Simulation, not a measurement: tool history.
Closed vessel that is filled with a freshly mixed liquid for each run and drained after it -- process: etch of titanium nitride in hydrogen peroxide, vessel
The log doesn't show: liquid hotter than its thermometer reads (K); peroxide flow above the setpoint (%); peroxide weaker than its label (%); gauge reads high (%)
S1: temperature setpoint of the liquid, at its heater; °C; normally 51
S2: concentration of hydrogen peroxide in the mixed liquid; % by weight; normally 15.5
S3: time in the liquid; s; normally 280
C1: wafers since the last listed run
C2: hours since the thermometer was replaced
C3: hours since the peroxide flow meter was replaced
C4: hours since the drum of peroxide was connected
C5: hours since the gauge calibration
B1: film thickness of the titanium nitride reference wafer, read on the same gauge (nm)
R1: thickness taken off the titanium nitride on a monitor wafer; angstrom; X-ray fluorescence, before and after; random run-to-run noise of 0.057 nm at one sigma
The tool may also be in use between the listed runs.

run	hour	S1	S2	S3	C1	C2	C3	C4	C5	B1	R1
1	0	51	15.5	280	0	463	2024.4	625.9	1327.5	70.01	126.8
2	62.7	51	15.5	330	3623	525.7	2087.1	688.6	1390.2	70.02	149.9
# hour 113.8: peroxide flow meter replaced
3	115.4	51	15.5	330	2987	578.4	1.6	741.3	1442.9	70	150.4
# hour 125.8: thermometer replaced
4	162.8	51	15.5	330	2681	37	49	788.7	1490.3	70	144.2
5	282.4	51	15.5	280	6911	156.6	168.6	908.3	1609.9	69.99	123.1
6	327.9	51	15.5	280	2629	202.1	214.1	953.8	1655.4	70	123
7	383.8	51	15.5	280	3230	258	270	1009.7	1711.3	70.01	124.1
8	439	51	15.5	280	3189	313.2	325.2	1064.9	1766.5	70	124.3
9	490.7	47.5	15.5	145	2987	364.9	376.9	1116.6	1818.2	70	50.1
10	531.6	51	17	345	2363	405.8	417.8	1157.5	1859.1	69.99	157.3
# hour 557: new drum of peroxide connected
11	563.7	54	19.5	375	1797	437.9	449.9	6.7	1891.2	69.99	220.8
# hour 586.2: gauge calibrated
12	592.8	51	15.5	280	1681	467	479	35.8	6.6	69.98	126.9
13	625.9	51	13	280	1912	500.1	512.1	68.9	39.7	70.01	123.6
14	655.6	51	19.5	280	1716	529.8	541.8	98.6	69.4	70	134.6
15	737.8	59.5	14	395	4750	612	624	180.8	151.6	70	321.1
# hour 758.9: thermometer replaced
16	798.7	51	15.5	280	3461	39.8	684.9	241.7	212.5	70	124.9
17	825.4	41.5	16.5	365	1542	66.5	711.6	268.4	239.2	70.02	81.1
18	998	51	15.5	280	9974	239.1	884.2	441	411.8	70	125.1
19	1064.5	45.5	15.5	280	3842	305.6	950.7	507.5	478.3	70	84.4
20	1120.3	51	15.5	280	3224	361.4	1006.5	563.3	534.1	70.01	125.6
21	1153.1	44.5	15.5	280	1895	394.2	1039.3	596.1	566.9	70	79.1
22	1192.2	43	14	205	2259	433.3	1078.4	635.2	606	70	50.8

What does the tool deliver on the next run?
23	1229.6	59.5	13.5	280	2161	470.7	1115.8	672.6	643.4	?	?

Logged for run 23: B1 70, R1 223.1 angstrom.
On a tool with no hidden condition, and with the same random variation, this run would have come out at R1 216.6 angstrom.

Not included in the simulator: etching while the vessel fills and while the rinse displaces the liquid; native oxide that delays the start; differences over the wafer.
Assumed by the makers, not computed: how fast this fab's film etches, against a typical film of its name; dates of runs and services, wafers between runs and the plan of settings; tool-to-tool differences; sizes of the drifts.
